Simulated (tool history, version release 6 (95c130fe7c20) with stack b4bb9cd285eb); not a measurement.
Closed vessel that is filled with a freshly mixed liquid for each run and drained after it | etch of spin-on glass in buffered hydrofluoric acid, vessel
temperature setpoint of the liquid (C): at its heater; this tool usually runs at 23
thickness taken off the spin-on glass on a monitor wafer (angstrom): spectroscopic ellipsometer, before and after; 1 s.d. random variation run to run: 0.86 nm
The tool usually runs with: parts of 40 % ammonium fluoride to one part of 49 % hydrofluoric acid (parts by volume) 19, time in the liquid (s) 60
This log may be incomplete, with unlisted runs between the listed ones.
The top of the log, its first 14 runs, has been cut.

run    hour  temperature setpoint of the liquid (C)  parts of 40 % ammonium fluoride to one part of 49 % hydrofluoric acid (parts by volume)  time in the liquid (s)  wafers since the last listed run  hours since the thermometer was replaced  hours since the hydrofluoric acid flow meter was replaced  hours since the gauge calibration  read-back film thickness of the spin-on glass reference wafer, read on the same gauge (nm)  thickness taken off the spin-on glass on a monitor wafer (angstrom)
      746.8  -- gauge calibrated
 15   806.7                                      23                                                                                       19                      60                             14139                                    2405.4                                                     1912.6                               59.9                                                                                      110.04                                                               1044.8
 16   857.4                                      25                                                                                       13                      40                              7467                                    2456.1                                                     1963.3                              110.6                                                                                      109.95                                                               1133.6
 17   905.5                                      23                                                                                       19                      60                              7084                                    2504.2                                                     2011.4                              158.7                                                                                      110.01                                                               1032.9
 18   945.3                                    20.5                                                                                     14.5                      30                              5862                                      2544                                                     2051.2                              198.5                                                                                      110.03                                                                  592
 19  1002.7                                      23                                                                                       24                      60                              8454                                    2601.4                                                     2108.6                              255.9                                                                                      109.97                                                                869.4
 20  1059.6                                    26.5                                                                                       13                      60                              8380                                    2658.3                                                     2165.5                              312.8                                                                                      109.97                                                               1827.3
 21  1109.8                                      23                                                                                     11.5                      40                              7393                                    2708.5                                                     2215.7                                363                                                                                      109.99                                                               1162.4
 22  1166.6                                      23                                                                                       19                      60                              8365                                    2765.3                                                     2272.5                              419.8                                                                                         110                                                               1034.1
     1180.8  -- hydrofluoric acid flow meter replaced
 23  1236.4                                      21                                                                                       19                      70                             10133                                    2835.1                                                       55.6                              489.6                                                                                      109.94                                                               1104.4
     1285.7  -- thermometer replaced
 24  1373.9                                    19.5                                                                                       19                      60                             20104                                      88.2                                                      193.1                              627.1                                                                                         110                                                                796.7
 25  1409.7                                      23                                                                                       23                      60                              5272                                       124                                                      228.9                              662.9                                                                                      110.01                                                                  846
 26    1457                                    20.5                                                                                     14.5                      60                              6966                                     171.3                                                      276.2                              710.2                                                                                      109.99                                                               1112.4
 27  1485.4                                      26                                                                                       19                      75                              4182                                     199.7                                                      304.6                              738.6                                                                                      110.03                                                               1446.5
 28  1545.9                                      23                                                                                       19                      60                              8910                                     260.2                                                      365.1                              799.1                                                                                      109.99                                                                978.6
 29  1630.1                                      26                                                                                     21.5                      30                             12401                                     344.4                                                      449.3                              883.3                                                                                      110.03                                                                527.8
 30  1669.2                                      23                                                                                       19                      60                              5758                                     383.5                                                      488.4                              922.4                                                                                      109.97                                                                988.9
 31  1740.7                                    25.5                                                                                       19                      30                             10531                                       455                                                      559.9                              993.9                                                                                      109.98                                                                564.9

Below are 4 alternative next runs, each starting from the tool's condition after run 31. Predict each:
  A  1741.4                                      23                                                                                       19                      60                               103                                     455.7                                                      560.6                              994.6                                                                                           ?                                                                    ?
  B  1741.4                                    26.5                                                                                     22.5                      45                               103                                     455.7                                                      560.6                              994.6                                                                                           ?                                                                    ?
  C  1741.4                                      19                                                                                       15                      85                               103                                     455.7                                                      560.6                              994.6                                                                                           ?                                                                    ?
  D  1741.4                                      19                                                                                       19                      30                               103                                     455.7                                                      560.6                              994.6                                                                                           ?                                                                    ?

run  read-back film thickness of the spin-on glass reference wafer, read on the same gauge (nm)  thickness taken off the spin-on glass on a monitor wafer (angstrom)
  A                                                                                      110.02                                                                989.1
  B                                                                                      110.02                                                                786.9
  C                                                                                      110.02                                                               1415.8
  D                                                                                      110.02                                                                395.8
What these runs would have given with no unlogged condition in the tool:
run  thickness taken off the spin-on glass on a monitor wafer (angstrom)
  A                                                                975.6
  B                                                                776.3
  C                                                                 1396
  D                                                                390.2
